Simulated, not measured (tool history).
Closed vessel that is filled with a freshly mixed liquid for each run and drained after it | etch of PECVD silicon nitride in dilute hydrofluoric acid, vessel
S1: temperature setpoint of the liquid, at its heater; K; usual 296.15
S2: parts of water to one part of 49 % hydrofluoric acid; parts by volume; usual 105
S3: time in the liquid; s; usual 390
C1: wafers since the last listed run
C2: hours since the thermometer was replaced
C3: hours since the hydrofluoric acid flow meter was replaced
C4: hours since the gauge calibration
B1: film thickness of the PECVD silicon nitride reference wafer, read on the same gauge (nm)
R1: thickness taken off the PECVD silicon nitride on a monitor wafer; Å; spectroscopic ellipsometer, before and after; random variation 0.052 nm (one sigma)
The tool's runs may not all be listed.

run,hour,S1,S2,S3,C1,C2,C3,C4,B1,R1
1,0.0,296.15,105,390,0,1872.0,386.8,354.0,90.06,95.6
# hour 12.2: gauge calibrated
2,40.6,292.65,105,390,4116,1912.6,427.4,28.4,90.03,75.1
3,68.2,292.65,105,390,2798,1940.2,455.0,56.0,90.00,74.1
4,101.4,292.65,105,390,3366,1973.4,488.2,89.2,90.04,75.5
5,122.4,296.15,105,390,2129,1994.4,509.2,110.2,90.00,95.2
6,148.2,296.15,105,390,2616,2020.2,535.0,136.0,89.99,94.8
# hour 220.9: thermometer replaced
7,247.2,296.15,105,390,9937,26.3,634.0,235.0,90.03,108.0
8,267.1,296.15,105,390,2017,46.2,653.9,254.9,90.00,106.9
9,296.6,296.15,105,390,2991,75.7,683.4,284.4,89.98,107.6
# hour 305.7: hydrofluoric acid flow meter replaced
10,332.4,296.15,105,390,3528,111.5,26.7,320.2,89.97,103.4
# hour 337.5: gauge calibrated
11,362.9,300.15,60,170,3092,142.0,57.2,25.4,90.02,101.3
12,386.6,296.15,75,200,2403,165.7,80.9,49.1,90.04,73.4
13,411.4,296.15,135,390,2514,190.5,105.7,73.9,90.02,80.7
14,442.3,296.15,105,390,3133,221.4,136.6,104.8,90.04,102.7
15,457.0,294.15,105,175,1490,236.1,151.3,119.5,90.00,40.9
16,480.6,291.65,60,390,2393,259.7,174.9,143.1,90.04,131.9
17,504.3,296.15,105,390,2403,283.4,198.6,166.8,90.01,103.5
18,532.6,299.65,105,390,2869,311.7,226.9,195.1,89.98,130.7
19,558.3,291.65,155,225,2606,337.4,252.6,220.8,90.00,30.0
20,594.2,298.15,150,505,3640,373.3,288.5,256.7,89.99,106.5

5 ways to go on from here, each from the tool as it stands after run 20. What would each give?
A,595.0,296.15,120,390,81,374.1,289.3,257.5,?,?
B,595.0,296.15,80,390,81,374.1,289.3,257.5,?,?
C,595.0,296.15,105,165,81,374.1,289.3,257.5,?,?
D,595.0,296.15,105,290,81,374.1,289.3,257.5,?,?
E,595.0,296.15,105,490,81,374.1,289.3,257.5,?,?

run,B1,R1
A,89.97,90.9
B,89.97,135.4
C,89.97,43.8
D,89.97,77.1
E,89.97,130.2
Without the tool's hidden state the same runs would have given:
run,R1
A,89.8
B,133.8
C,43.3
D,76.1
E,128.7

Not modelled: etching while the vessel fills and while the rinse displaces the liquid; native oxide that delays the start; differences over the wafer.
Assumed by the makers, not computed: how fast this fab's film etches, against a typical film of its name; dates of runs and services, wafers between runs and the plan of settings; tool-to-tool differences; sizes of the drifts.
